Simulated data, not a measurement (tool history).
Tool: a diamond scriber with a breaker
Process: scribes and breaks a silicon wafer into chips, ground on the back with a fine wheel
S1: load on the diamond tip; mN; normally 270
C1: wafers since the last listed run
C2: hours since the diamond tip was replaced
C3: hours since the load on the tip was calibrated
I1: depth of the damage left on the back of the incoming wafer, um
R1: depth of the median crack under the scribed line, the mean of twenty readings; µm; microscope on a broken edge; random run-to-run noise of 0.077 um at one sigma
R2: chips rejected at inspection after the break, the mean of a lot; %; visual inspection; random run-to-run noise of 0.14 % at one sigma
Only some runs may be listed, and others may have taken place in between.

run 1 day=0 | S1=270 | C1=0 C2=734.4 C3=1767.5 | I1=1.55 | R1=6.88 R2=4.88
run 2 day=0.342 | S1=270 | C1=30 C2=742.6 C3=1775.7 | I1=1.94 | R1=6.87 R2=5.86
run 3 day=0.858 | S1=270 | C1=45 C2=755 C3=1788.1 | I1=2.28 | R1=6.82 R2=7.18
run 4 day=1.208 | S1=270 | C1=30 C2=763.4 C3=1796.5 | I1=2.88 | R1=6.78 R2=9.84
run 5 day=1.704 | S1=270 | C1=43 C2=775.3 C3=1808.4 | I1=2.78 | R1=6.8 R2=8.99
run 6 day=2.096 | S1=222 | C1=34 C2=784.7 C3=1817.8 | I1=2.68 | R1=6.15 R2=13.8
run 7 day=2.625 | S1=222 | C1=46 C2=797.4 C3=1830.5 | I1=1.92 | R1=6.15 R2=11.02
run 8 day=3.188 | S1=222 | C1=49 C2=810.9 C3=1844 | I1=2.26 | R1=6.15 R2=13.54
run 9 day=3.488 | S1=207 | C1=26 C2=818.1 C3=1851.2 | I1=2.66 | R1=5.82 R2=16.2
-- day=3.642 diamond tip replaced by a new one, of another model than before
run 10 day=3.758 | S1=270 | C1=16 C2=2.8 C3=1857.7 | I1=2.36 | R1=8.15 R2=2.53
run 11 day=4.312 | S1=333 | C1=48 C2=16.1 C3=1871 | I1=1.7 | R1=8.82 R2=1.52
run 12 day=5.754 | S1=270 | C1=127 C2=50.7 C3=1905.6 | I1=2.31 | R1=7.97 R2=2.6
run 13 day=6.446 | S1=243 | C1=60 C2=67.3 C3=1922.2 | I1=1.76 | R1=7.6 R2=2.73
-- day=6.546 load on the tip recalibrated
run 14 day=6.8 | S1=204 | C1=23 C2=75.8 C3=6.1 | I1=2.41 | R1=7.12 R2=6.34
run 15 day=7.192 | S1=224 | C1=34 C2=85.2 C3=15.5 | I1=2.14 | R1=7.34 R2=3.95
run 16 day=7.546 | S1=230 | C1=31 C2=93.7 C3=24 | I1=2.61 | R1=7.44 R2=5.55
run 17 day=7.817 | S1=201 | C1=23 C2=100.2 C3=30.5 | I1=2.46 | R1=7.07 R2=6.78
run 18 day=8.529 | S1=270 | C1=62 C2=117.3 C3=47.6 | I1=1.84 | R1=7.69 R2=2.59
run 19 day=8.95 | S1=336 | C1=37 C2=127.4 C3=57.7 | I1=2.02 | R1=8.27 R2=1.84
run 20 day=9.683 | S1=296 | C1=64 C2=145 C3=75.3 | I1=1.65 | R1=7.79 R2=1.91
run 21 day=10.371 | S1=344 | C1=60 C2=161.5 C3=91.8 | I1=1.94 | R1=8.26 R2=1.67

Measured less the same run without the tool's hidden state. The same run-to-run variation is in both; the gauge's scatter may not be:
Hidden conditions of the tool in this case: share of the diamond tip's cutting effectiveness lost through wear, %; deviation of the load on the tip from its setpoint, %.
run=1 R1=-1.61 R2=+3.71
run=2 R1=-1.61 R2=+4.22
run=3 R1=-1.61 R2=+4.9
run=4 R1=-1.59 R2=+6.08
run=5 R1=-1.6 R2=+5.65
run=6 R1=-1.45 R2=+9.06
run=7 R1=-1.46 R2=+8.06
run=8 R1=-1.46 R2=+9.48
run=9 R1=-1.38 R2=+10.36
run=10 R1=-0.2 R2=+0.17
run=11 R1=-0.3 R2=-0.3
run=12 R1=-0.48 R2=+0.5
run=13 R1=-0.54 R2=+1
run=14 R1=-0.54 R2=+2.24
run=15 R1=-0.6 R2=+1.56
run=16 R1=-0.64 R2=+1.98
run=17 R1=-0.64 R2=+2.71
run=18 R1=-0.78 R2=+1.01
run=19 R1=-0.88 R2=-0.25
run=20 R1=-0.9 R2=+0.55
run=21 R1=-1.03 R2=-0.33

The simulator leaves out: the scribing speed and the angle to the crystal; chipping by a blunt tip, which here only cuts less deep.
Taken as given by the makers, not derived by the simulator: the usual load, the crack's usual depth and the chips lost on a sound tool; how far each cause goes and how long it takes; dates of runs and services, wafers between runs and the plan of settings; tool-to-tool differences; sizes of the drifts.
